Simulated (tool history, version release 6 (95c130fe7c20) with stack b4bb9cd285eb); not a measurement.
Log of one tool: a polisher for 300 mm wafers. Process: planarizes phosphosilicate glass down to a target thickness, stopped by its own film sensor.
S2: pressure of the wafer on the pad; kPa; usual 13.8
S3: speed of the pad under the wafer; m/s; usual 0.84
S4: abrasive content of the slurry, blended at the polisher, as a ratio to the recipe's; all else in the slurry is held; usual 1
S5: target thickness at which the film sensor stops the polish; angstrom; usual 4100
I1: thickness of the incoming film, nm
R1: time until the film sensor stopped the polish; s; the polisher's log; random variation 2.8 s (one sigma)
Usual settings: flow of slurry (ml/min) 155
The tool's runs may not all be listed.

Run 1, day 0: usual settings but flow of slurry (ml/min) 145, S4 0.85; I1 942.9. Result: R1 208.6 s.
Run 2, day 0.575: usual settings; I1 947.8. Result: R1 183.1 s.
Run 3, day 1.117: usual settings but S2 16.5 kPa, S4 0.9; I1 934.5. Result: R1 168.9 s.
Run 4, day 1.671: usual settings but S2 15.9 kPa, S3 0.58 m/s, S4 1.3, S5 2600 angstrom; I1 937.6. Result: R1 225.9 s.
At day 1.858: conditioning disc replaced and pad reconditioned.
Run 5, day 2.204: usual settings but S3 0.74 m/s, S5 3170 angstrom; I1 939.1. Result: R1 182.6 s.
At day 2.779: worn pad replaced by a new one.
Run 6, day 3.6: usual settings but flow of slurry (ml/min) 180; I1 945.5. Result: R1 146.1 s.
Run 7, day 4.346: usual settings but S2 15.2 kPa, S3 0.7 m/s, S4 0.8; I1 929.9. Result: R1 182.2 s.
Run 8, day 5.3: usual settings but flow of slurry (ml/min) 130, S5 5060 angstrom; I1 933.1. Result: R1 132.9 s.
Run 9, day 5.983: usual settings but flow of slurry (ml/min) 175, S2 11 kPa, S3 0.98 m/s; I1 935.4. Result: R1 173.5 s.
Run 10, day 6.538: usual settings; I1 928.8. Result: R1 159.3 s.
Run 11, day 7.242: usual settings; I1 953.3. Result: R1 167.3 s.
Run 12, day 8.071: usual settings; I1 928.6. Result: R1 162.1 s.
Run 13, day 8.983: usual settings but S3 0.74 m/s, S5 3520 angstrom; I1 937.9. Result: R1 208.2 s.
Run 14, day 9.792: usual settings; I1 950.4. Result: R1 179 s.
At day 10.275: worn pad replaced by a new one.
At day 10.5: head pressure recalibrated.
At day 10.992: conditioning disc replaced and pad reconditioned.
Run 15, day 11.233: usual settings; I1 936.6. Result: R1 152.5 s.
Run 16, day 12.004: usual settings; I1 939.1. Result: R1 155.1 s.

Run 17 comes next. What will it give?
Run 17, day 12.6: usual settings but flow of slurry (ml/min) 145, S4 0.85; I1 939.9. Result: R1 ?.

Run 17 gave R1 178.7 s.
Without the tool's hidden state the same run would have given R1 160.9 s.
